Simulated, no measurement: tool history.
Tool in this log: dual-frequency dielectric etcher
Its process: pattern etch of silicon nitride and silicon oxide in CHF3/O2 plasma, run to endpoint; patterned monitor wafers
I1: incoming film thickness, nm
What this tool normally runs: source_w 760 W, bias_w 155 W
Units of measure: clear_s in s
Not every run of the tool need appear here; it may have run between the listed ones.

{"run": 1, "hour": 0.0, "source_w": 870, "bias_w": 180, "I1": 157.9, "clear_s": 93.9}
{"run": 2, "hour": 64.8, "source_w": 670, "bias_w": 155, "I1": 159.8, "clear_s": 108.0}
{"run": 3, "hour": 129.8, "source_w": 670, "bias_w": 155, "I1": 158.2, "clear_s": 106.2}
{"hour": 191.4, "done": "wet clean of the chamber"}
{"run": 4, "hour": 201.0, "source_w": 760, "bias_w": 155, "I1": 157.2, "clear_s": 101.8}
{"run": 5, "hour": 270.8, "source_w": 760, "bias_w": 155, "I1": 159.6, "clear_s": 104.1}
{"run": 6, "hour": 456.7, "source_w": 760, "bias_w": 155, "I1": 158.2, "clear_s": 103.0}
{"run": 7, "hour": 487.7, "source_w": 760, "bias_w": 170, "I1": 157.3, "clear_s": 99.0}
{"run": 8, "hour": 543.5, "source_w": 760, "bias_w": 155, "I1": 156.5, "clear_s": 102.1}
{"hour": 579.4, "done": "bias power generator calibrated"}
{"run": 9, "hour": 633.5, "source_w": 760, "bias_w": 155, "I1": 158.4, "clear_s": 100.8}
{"hour": 679.3, "done": "wet clean of the chamber"}
{"run": 10, "hour": 681.7, "source_w": 760, "bias_w": 155, "I1": 157.1, "clear_s": 101.3}
{"run": 11, "hour": 733.3, "source_w": 760, "bias_w": 155, "I1": 157.9, "clear_s": 101.4}
{"run": 12, "hour": 770.4, "source_w": 630, "bias_w": 185, "I1": 157.2, "clear_s": 100.3}
{"run": 13, "hour": 835.6, "source_w": 760, "bias_w": 155, "I1": 158.5, "clear_s": 101.5}
{"hour": 895.1, "done": "upper electrode replaced, of another model than before"}
{"run": 14, "hour": 898.3, "source_w": 640, "bias_w": 120, "I1": 157.0, "clear_s": 126.6}
{"run": 15, "hour": 1010.5, "source_w": 760, "bias_w": 141, "I1": 156.3, "clear_s": 105.7}
{"run": 16, "hour": 1060.1, "source_w": 590, "bias_w": 155, "I1": 155.4, "clear_s": 113.0}
{"run": 17, "hour": 1107.8, "source_w": 590, "bias_w": 134, "I1": 159.1, "clear_s": 125.1}
{"run": 18, "hour": 1149.1, "source_w": 820, "bias_w": 128, "I1": 158.1, "clear_s": 108.6}
{"run": 19, "hour": 1178.3, "source_w": 840, "bias_w": 117, "I1": 157.1, "clear_s": 112.5}
{"hour": 1244.4, "done": "wet clean of the chamber"}
{"run": 20, "hour": 1248.4, "source_w": 810, "bias_w": 185, "I1": 158.3, "clear_s": 90.4}
{"hour": 1283.7, "done": "source power generator calibrated"}
{"run": 21, "hour": 1287.4, "source_w": 920, "bias_w": 168, "I1": 158.7, "clear_s": 90.0}
{"run": 22, "hour": 1345.5, "source_w": 610, "bias_w": 155, "I1": 157.5, "clear_s": 112.8}
{"run": 23, "hour": 1371.0, "source_w": 670, "bias_w": 172, "I1": 157.8, "clear_s": 102.5}
{"run": 24, "hour": 1405.1, "source_w": 670, "bias_w": 144, "I1": 158.1, "clear_s": 112.7}
{"run": 25, "hour": 1475.8, "source_w": 760, "bias_w": 155, "I1": 159.4, "clear_s": 102.9}
{"run": 26, "hour": 1536.3, "source_w": 910, "bias_w": 133, "I1": 159.2, "clear_s": 102.7}
{"run": 27, "hour": 1562.9, "source_w": 600, "bias_w": 127, "I1": 157.3, "clear_s": 127.6}
{"run": 28, "hour": 1628.2, "source_w": 760, "bias_w": 185, "I1": 157.3, "clear_s": 93.1}
{"run": 29, "hour": 1668.9, "source_w": 860, "bias_w": 155, "I1": 157.0, "clear_s": 95.3}
{"hour": 1715.2, "done": "wet clean of the chamber"}
{"run": 30, "hour": 1715.7, "source_w": 880, "bias_w": 129, "I1": 158.0, "clear_s": 105.1}
{"run": 31, "hour": 1778.3, "source_w": 700, "bias_w": 142, "I1": 160.0, "clear_s": 113.4}
{"run": 32, "hour": 1825.4, "source_w": 660, "bias_w": 155, "I1": 158.5, "clear_s": 109.5}

Run 33 comes next. What will it give?
{"run": 33, "hour": 1887.8, "source_w": 760, "bias_w": 155, "I1": 157.3, "clear_s": "?"}

{"run 33": {"clear_s": 102.0}}
The same run, on a tool lacking any hidden state, would have yielded clear_s 100.5 s.

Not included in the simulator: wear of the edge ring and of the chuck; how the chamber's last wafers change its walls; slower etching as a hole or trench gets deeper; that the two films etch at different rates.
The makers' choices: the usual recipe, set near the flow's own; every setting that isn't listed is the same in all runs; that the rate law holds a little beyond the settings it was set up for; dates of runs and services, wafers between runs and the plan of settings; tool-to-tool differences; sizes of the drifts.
